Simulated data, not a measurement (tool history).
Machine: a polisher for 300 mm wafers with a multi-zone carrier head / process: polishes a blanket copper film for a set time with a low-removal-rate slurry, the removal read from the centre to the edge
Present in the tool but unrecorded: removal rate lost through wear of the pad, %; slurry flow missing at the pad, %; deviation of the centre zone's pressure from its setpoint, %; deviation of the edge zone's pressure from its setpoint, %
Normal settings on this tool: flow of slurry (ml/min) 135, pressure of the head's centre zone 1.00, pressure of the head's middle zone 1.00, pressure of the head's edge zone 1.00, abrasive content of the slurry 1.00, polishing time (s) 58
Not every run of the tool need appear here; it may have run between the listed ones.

run,hour,flow of slurry (ml/min),pressure of the head's centre zone,pressure of the head's middle zone,pressure of the head's edge zone,abrasive content of the slurry,polishing time (s),wafers since the last listed run,wafers polished on this pad,hours since the slurry nozzle was cleaned,hours since the centre zone pressure was calibrated,hours since the edge zone pressure was calibrated,hours since the carrier head's membrane was replaced,"incoming thickness of the incoming film, nm",film removed at the wafer's centre (Å),film removed at mid-radius (Å),film removed at the wafer's edge (Å)
1,0.0,135,1.00,1.00,1.00,1.00,58,0,5020,223.6,117.3,764.7,13.2,611.5,2218,2148,2210
2,79.6,135,1.00,1.00,1.00,1.00,58,1099,6119,303.2,196.9,844.3,92.8,605.7,2174,2219,2285
3,128.4,135,1.00,1.00,1.00,1.00,58,674,6794,352.0,245.7,893.1,141.6,607.4,2173,2178,2215
# hour 154.4: worn pad replaced by a new one
4,226.1,135,1.00,1.00,1.00,1.00,58,1294,990,449.7,343.4,990.8,239.3,608.2,2133,2198,2208
# hour 293.1: slurry nozzle cleaned
5,321.7,135,1.00,1.00,1.00,1.00,58,1306,2297,28.6,439.0,1086.4,334.9,597.8,2088,2167,2235
# hour 366.2: centre zone pressure recalibrated
6,427.5,160,1.00,1.00,1.00,1.00,58,1434,3731,134.4,61.3,1192.2,440.7,620.2,2297,2223,2298
7,464.3,135,1.12,1.00,1.11,1.00,58,508,4239,171.2,98.1,1229.0,477.5,613.5,2458,2167,2358
8,505.6,135,1.00,1.00,1.00,1.00,58,570,4810,212.5,139.4,1270.3,518.8,614.1,2184,2190,2218
9,589.6,135,1.00,1.00,1.00,1.15,58,1160,5971,296.5,223.4,1354.3,602.8,613.5,2208,2216,2360
# hour 611.4: carrier head's membrane replaced by a new one
# hour 612.4: edge zone pressure recalibrated
# hour 646.9: worn pad replaced by a new one
10,661.4,135,1.00,1.00,1.00,1.00,58,854,199,368.3,295.2,49.0,50.0,617.8,2174,2203,2247
11,735.5,155,1.00,1.00,1.00,0.70,58,1023,1223,442.4,369.3,123.1,124.1,597.5,2035,2096,2176
12,815.9,135,1.00,1.00,1.03,1.00,45,1110,2334,522.8,449.7,203.5,204.5,613.8,1598,1685,1775
# hour 880.3: slurry nozzle cleaned
# hour 906.5: centre zone pressure recalibrated
13,911.6,135,1.08,0.89,1.00,1.00,58,1280,3615,31.3,5.1,299.2,300.2,617.8,2400,2066,2269
14,995.8,170,1.07,1.09,1.00,1.00,47,1163,4778,115.5,89.3,383.4,384.4,597.1,1993,1917,1914
15,1107.6,135,1.00,1.00,1.00,1.00,58,1544,6322,227.3,201.1,495.2,496.2,607.7,2176,2142,2261
# hour 1213.7: carrier head's membrane replaced by a new one
# hour 1224.2: worn pad replaced by a new one
# hour 1330.0: slurry nozzle cleaned
16,1401.0,135,1.00,1.12,1.00,1.00,65,3915,2428,71.0,494.5,788.6,187.3,612.7,2240,2539,2458

Run 17 is up next; what results do you expect?
# hour 1429.0: centre zone pressure recalibrated
17,1449.8,135,1.00,1.00,1.00,1.00,58,646,3075,119.8,20.8,837.4,236.1,612.5,?,?,?

film removed at the wafer's centre (Å): 2265
film removed at mid-radius (Å): 2153
film removed at the wafer's edge (Å): 2249
Had the tool carried no hidden state, the very same run would have given film removed at the wafer's centre (Å) 2222, film removed at mid-radius (Å) 2153, film removed at the wafer's edge (Å) 2249.

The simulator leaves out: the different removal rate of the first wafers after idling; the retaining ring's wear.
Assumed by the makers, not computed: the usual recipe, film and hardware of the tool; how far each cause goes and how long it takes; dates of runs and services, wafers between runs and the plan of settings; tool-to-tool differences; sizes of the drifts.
